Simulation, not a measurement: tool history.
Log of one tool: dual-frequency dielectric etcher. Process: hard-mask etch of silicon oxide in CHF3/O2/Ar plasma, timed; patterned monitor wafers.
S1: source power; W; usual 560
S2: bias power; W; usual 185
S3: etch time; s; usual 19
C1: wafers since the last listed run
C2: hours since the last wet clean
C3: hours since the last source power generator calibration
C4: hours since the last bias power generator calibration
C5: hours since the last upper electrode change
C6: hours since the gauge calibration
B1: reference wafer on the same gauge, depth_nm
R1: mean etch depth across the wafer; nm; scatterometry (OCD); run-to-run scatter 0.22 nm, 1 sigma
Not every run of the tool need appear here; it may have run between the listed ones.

run 1 day=0 | S1=560 S2=185 S3=19 | C1=0 C2=0.8 C3=3568.8 C4=4003.4 C5=5474.5 C6=6.5 | B1=31.79 | R1=36.04
run 2 day=0.1 | S1=560 S2=156 S3=19 | C1=23 C2=3.2 C3=3571.2 C4=4005.8 C5=5476.9 C6=8.9 | B1=31.7 | R1=33.91
-- day=0.35 bias power generator calibrated
run 3 day=0.738 | S1=560 S2=156 S3=19 | C1=109 C2=18.5 C3=3586.5 C4=9.3 C5=5492.2 C6=24.2 | B1=31.68 | R1=33.65
run 4 day=2.204 | S1=560 S2=185 S3=19 | C1=341 C2=53.7 C3=3621.7 C4=44.5 C5=5527.4 C6=59.4 | B1=31.72 | R1=35.96
run 5 day=2.692 | S1=560 S2=185 S3=19 | C1=113 C2=65.4 C3=3633.4 C4=56.2 C5=5539.1 C6=71.1 | B1=31.7 | R1=35.86
-- day=3.229 source power generator calibrated
run 6 day=3.25 | S1=560 S2=185 S3=19 | C1=91 C2=78.8 C3=0.5 C4=69.6 C5=5552.5 C6=84.5 | B1=31.71 | R1=36.16
run 7 day=3.808 | S1=630 S2=185 S3=19 | C1=129 C2=92.2 C3=13.9 C4=83 C5=5565.9 C6=97.9 | B1=31.74 | R1=37.32
run 8 day=4.529 | S1=630 S2=185 S3=19 | C1=167 C2=109.5 C3=31.2 C4=100.3 C5=5583.2 C6=115.2 | B1=31.71 | R1=37.76
run 9 day=5.175 | S1=460 S2=185 S3=21.5 | C1=150 C2=125 C3=46.7 C4=115.8 C5=5598.7 C6=130.7 | B1=31.6 | R1=37.6
run 10 day=5.708 | S1=460 S2=185 S3=21.5 | C1=124 C2=137.8 C3=59.5 C4=128.6 C5=5611.5 C6=143.5 | B1=31.7 | R1=37.7
run 11 day=6.104 | S1=690 S2=168 S3=16 | C1=92 C2=147.3 C3=69 C4=138.1 C5=5621 C6=153 | B1=31.68 | R1=31.88
run 12 day=6.55 | S1=630 S2=216 S3=22.5 | C1=103 C2=158 C3=79.7 C4=148.8 C5=5631.7 C6=163.7 | B1=31.65 | R1=46.91
run 13 day=6.962 | S1=670 S2=185 S3=23 | C1=95 C2=167.9 C3=89.6 C4=158.7 C5=5641.6 C6=173.6 | B1=31.73 | R1=46.48
run 14 day=7.433 | S1=560 S2=185 S3=23 | C1=109 C2=179.2 C3=100.9 C4=170 C5=5652.9 C6=184.9 | B1=31.66 | R1=43.37
run 15 day=7.738 | S1=560 S2=185 S3=14 | C1=70 C2=186.5 C3=108.2 C4=177.3 C5=5660.2 C6=192.2 | B1=31.67 | R1=26.49
run 16 day=8.167 | S1=610 S2=144 S3=19 | C1=99 C2=196.8 C3=118.5 C4=187.6 C5=5670.5 C6=202.5 | B1=31.77 | R1=34.12
-- day=9.675 upper electrode replaced
run 17 day=9.696 | S1=670 S2=166 S3=19 | C1=123 C2=233.5 C3=155.2 C4=224.3 C5=0.5 C6=239.2 | B1=31.72 | R1=37.35
run 18 day=9.708 | S1=560 S2=185 S3=19 | C1=2 C2=233.8 C3=155.5 C4=224.6 C5=0.8 C6=239.5 | B1=31.74 | R1=36.22
run 19 day=9.725 | S1=630 S2=185 S3=15.5 | C1=3 C2=234.2 C3=155.9 C4=225 C5=1.2 C6=239.9 | B1=31.69 | R1=30.6
run 20 day=9.867 | S1=560 S2=185 S3=19 | C1=32 C2=237.6 C3=159.3 C4=228.4 C5=4.6 C6=243.3 | B1=31.68 | R1=35.57
run 21 day=10.146 | S1=560 S2=185 S3=19 | C1=64 C2=244.3 C3=166 C4=235.1 C5=11.3 C6=250 | B1=31.68 | R1=35.91
run 22 day=10.796 | S1=450 S2=173 S3=20.5 | C1=151 C2=259.9 C3=181.6 C4=250.7 C5=26.9 C6=265.6 | B1=31.78 | R1=34.64
run 23 day=11.279 | S1=630 S2=185 S3=21.5 | C1=112 C2=271.5 C3=193.2 C4=262.3 C5=38.5 C6=277.2 | B1=31.72 | R1=42.6
run 24 day=11.608 | S1=560 S2=185 S3=19 | C1=76 C2=279.4 C3=201.1 C4=270.2 C5=46.4 C6=285.1 | B1=31.79 | R1=35.74
run 25 day=13.254 | S1=450 S2=185 S3=19 | C1=382 C2=318.9 C3=240.6 C4=309.7 C5=85.9 C6=324.6 | B1=31.7 | R1=32.97
run 26 day=13.638 | S1=560 S2=185 S3=19 | C1=89 C2=328.1 C3=249.8 C4=318.9 C5=95.1 C6=333.8 | B1=31.72 | R1=35.94
run 27 day=15.729 | S1=560 S2=185 S3=22.5 | C1=486 C2=378.3 C3=300 C4=369.1 C5=145.3 C6=384 | B1=31.66 | R1=42.62
run 28 day=16.008 | S1=560 S2=140 S3=21.5 | C1=64 C2=385 C3=306.7 C4=375.8 C5=152 C6=390.7 | B1=31.71 | R1=37.12
run 29 day=16.712 | S1=640 S2=185 S3=22.5 | C1=163 C2=401.9 C3=323.6 C4=392.7 C5=168.9 C6=407.6 | B1=31.71 | R1=44.46
run 30 day=17.096 | S1=470 S2=226 S3=16.5 | C1=89 C2=411.1 C3=332.8 C4=401.9 C5=178.1 C6=416.8 | B1=31.68 | R1=31.24
run 31 day=17.521 | S1=560 S2=185 S3=19 | C1=98 C2=421.3 C3=343 C4=412.1 C5=188.3 C6=427 | B1=31.69 | R1=35.74

Forecast each of these 3 alternatives for the next run:
run A day=17.538 | S1=560 S2=185 S3=19 | C1=3 C2=421.7 C3=343.4 C4=412.5 C5=188.7 C6=427.4 | B1=? | R1=?
run B day=17.538 | S1=510 S2=185 S3=17.5 | C1=3 C2=421.7 C3=343.4 C4=412.5 C5=188.7 C6=427.4 | B1=? | R1=?
run C day=17.538 | S1=480 S2=223 S3=22 | C1=3 C2=421.7 C3=343.4 C4=412.5 C5=188.7 C6=427.4 | B1=? | R1=?

run=A B1=31.72 R1=36.36
run=B B1=31.72 R1=32.3
run=C B1=31.72 R1=42.39
With the hidden condition removed and each run's random variation left untouched, the same runs would have given:
run=A R1=36.36
run=B R1=32.3
run=C R1=42.39
